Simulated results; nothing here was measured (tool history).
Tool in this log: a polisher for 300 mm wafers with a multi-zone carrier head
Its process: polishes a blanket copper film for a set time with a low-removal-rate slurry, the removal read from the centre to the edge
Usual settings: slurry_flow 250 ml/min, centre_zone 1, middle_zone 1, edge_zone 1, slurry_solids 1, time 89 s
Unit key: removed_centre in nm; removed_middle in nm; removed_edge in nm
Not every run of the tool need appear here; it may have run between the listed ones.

run    hour  slurry_flow  centre_zone  middle_zone  edge_zone  slurry_solids  time  incoming thickness of the incoming film, nm  removed_centre  removed_middle  removed_edge
  1       0          250            1            1          1              1    89                                        971.9           334.2           327.8         349.4
       55.3  -- worn pad replaced by a new one
  2    60.2          180            1            1          1              1    89                                        990.1           320.3           321.5         340.4
       80.4  -- edge zone pressure recalibrated
  3   111.7          250         1.08         0.95          1              1    89                                        979.9           358.5             330           343
      120.8  -- slurry nozzle cleaned
  4   169.3          250            1            1          1              1   105                                        972.5           371.4             394         403.7
  5   240.9          250            1            1          1              1   105                                        988.3           375.1           395.8         405.6
      279.6  -- centre zone pressure recalibrated
  6   286.7          250            1            1        0.9              1    89                                        998.9           342.1           331.9         327.7
  7   335.8          250            1            1          1              1    59                                        982.2           227.4           218.3         226.1
  8   393.5          250            1            1       1.08              1    89                                        975.1             345             337         346.6
      403.1  -- worn pad replaced by a new one
  9   430.2          165            1            1       1.05           0.75   112                                        975.2           369.3           356.6         381.2
 10     501          250            1            1          1              1    89                                        975.7           341.1           338.4         340.4
      514.1  -- edge zone pressure recalibrated
 11   548.2          250            1            1          1              1    89                                        973.1           338.3           341.8         343.8
 12   614.4          185         1.07            1       0.97              1    73                                        981.9           278.1           260.9         273.3
      645.3  -- carrier head's membrane replaced by a new one
 13   645.8          250         0.89            1          1              1    70                                        972.3           232.6           265.5         273.3
 14   712.6          250            1            1       0.92              1    89                                          981           321.5           339.4           336
      747.1  -- worn pad replaced by a new one
 15   748.6          250         1.08         0.92       1.07            1.1    89                                        981.6           352.2           327.9         365.4
      784.7  -- centre zone pressure recalibrated
 16   804.7          250         0.96            1          1              1   107                                        977.5             389           401.9         413.6
 17   876.2          250            1            1          1              1    89                                        994.9           340.9           340.3         347.8
      926.8  -- edge zone pressure recalibrated
 18   936.4          250            1            1          1              1    89                                        964.9           334.5           333.6         339.8
 19   997.8          250         1.11            1          1              1    89                                        995.3           372.2           337.4         346.8
      999.4  -- slurry nozzle cleaned
 20  1040.8          250            1            1          1              1    89                                        976.1           332.2           340.1         338.7

Forecast each of these 5 alternatives for the next run:
  A  1041.3          250            1            1          1              1    89                                        979.9               ?               ?             ?
  B  1041.3          250         1.04         1.05          1              1    59                                        979.9               ?               ?             ?
  C  1041.3          275         0.89            1       1.04              1    58                                        979.9               ?               ?             ?
  D  1041.3          250         0.91            1       0.95              1    89                                        979.9               ?               ?             ?
  E  1041.3          250            1         0.97        1.1           1.25    89                                        979.9               ?               ?             ?

run  removed_centre  removed_middle  removed_edge
  A           328.2             332         344.4
  B           225.7           227.2         228.2
  C           194.4             219         230.5
  D           300.6           332.2         336.7
  E           350.5           347.7         384.5
Without the tool's hidden state the same runs would have given:
run  removed_centre  removed_middle  removed_edge
  A             339             332         344.4
  B           233.2           227.2         228.2
  C           200.8           218.9         230.5
  D           310.6           332.1         336.7
  E             362           347.6         384.5

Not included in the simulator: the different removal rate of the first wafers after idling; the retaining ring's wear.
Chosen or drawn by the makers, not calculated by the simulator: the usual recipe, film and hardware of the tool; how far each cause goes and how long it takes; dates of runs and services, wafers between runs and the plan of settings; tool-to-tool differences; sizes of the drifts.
